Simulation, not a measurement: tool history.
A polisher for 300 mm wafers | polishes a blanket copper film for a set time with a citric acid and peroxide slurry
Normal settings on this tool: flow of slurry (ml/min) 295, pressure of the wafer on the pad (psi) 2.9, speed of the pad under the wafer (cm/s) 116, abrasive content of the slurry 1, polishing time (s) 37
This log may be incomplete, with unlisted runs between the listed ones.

run,hour,flow of slurry (ml/min),pressure of the wafer on the pad (psi),speed of the pad under the wafer (cm/s),abrasive content of the slurry,polishing time (s),wafers since the last listed run,wafers polished on this pad,hours since the slurry nozzle was cleaned,hours since the head pressure was calibrated,hours since the slurry blender was calibrated,"incoming thickness of the incoming film, nm",film removed (nm)
1,0,295,2.9,116,1,37,0,39,278.5,549.7,330.4,510.1,90.9
# hour 32.6: slurry nozzle cleaned
# hour 41.7: slurry blender recalibrated
2,54.1,295,2.9,116,1,37,581,621,21.5,603.8,12.4,511.6,86.7
3,94,295,2.9,116,1,37,453,1075,61.4,643.7,52.3,512.3,83.8
4,159.2,295,2.9,116,1,37,741,1816,126.6,708.9,117.5,511.2,81.5
5,196.1,295,2.9,116,1,37,419,2236,163.5,745.8,154.4,501.4,80.6
# hour 254.1: worn pad replaced by a new one
6,271.9,295,2.9,116,1,37,816,202,239.3,821.6,230.2,510.8,89.7
# hour 314.9: slurry nozzle cleaned
7,319.6,295,3.7,116,1,37,531,733,4.7,869.3,277.9,501,106.6
# hour 383.6: slurry blender recalibrated
8,409.3,295,2.9,116,1,47,997,1731,94.4,959,25.7,513.9,106.5
9,483.5,295,2.9,116,1,47,844,2575,168.6,1033.2,99.9,515.5,103.5
# hour 496.9: worn pad replaced by a new one
10,542.4,295,2.5,128,1,33,624,517,227.5,1092.1,158.8,514.8,75.4
# hour 599.1: head pressure recalibrated
11,627.1,295,2.9,116,0.9,26,940,1458,312.2,28,243.5,519.2,56.2
# hour 643.5: slurry nozzle cleaned
# hour 703.7: slurry blender recalibrated
12,734.9,240,2.9,126,0.7,37,1192,2650,91.4,135.8,31.2,512.3,77.5
# hour 743.1: worn pad replaced by a new one
13,815.3,295,2.9,116,1.25,37,869,820,171.8,216.2,111.6,512.2,90.7

Predict the results of run 14:
14,878.8,355,3.3,116,1,37,722,1543,235.3,279.7,175.1,505.5,?

Run 14 measured film removed (nm) 94.4.
With no hidden state in the tool, this same run would have given film removed (nm) 106.3.
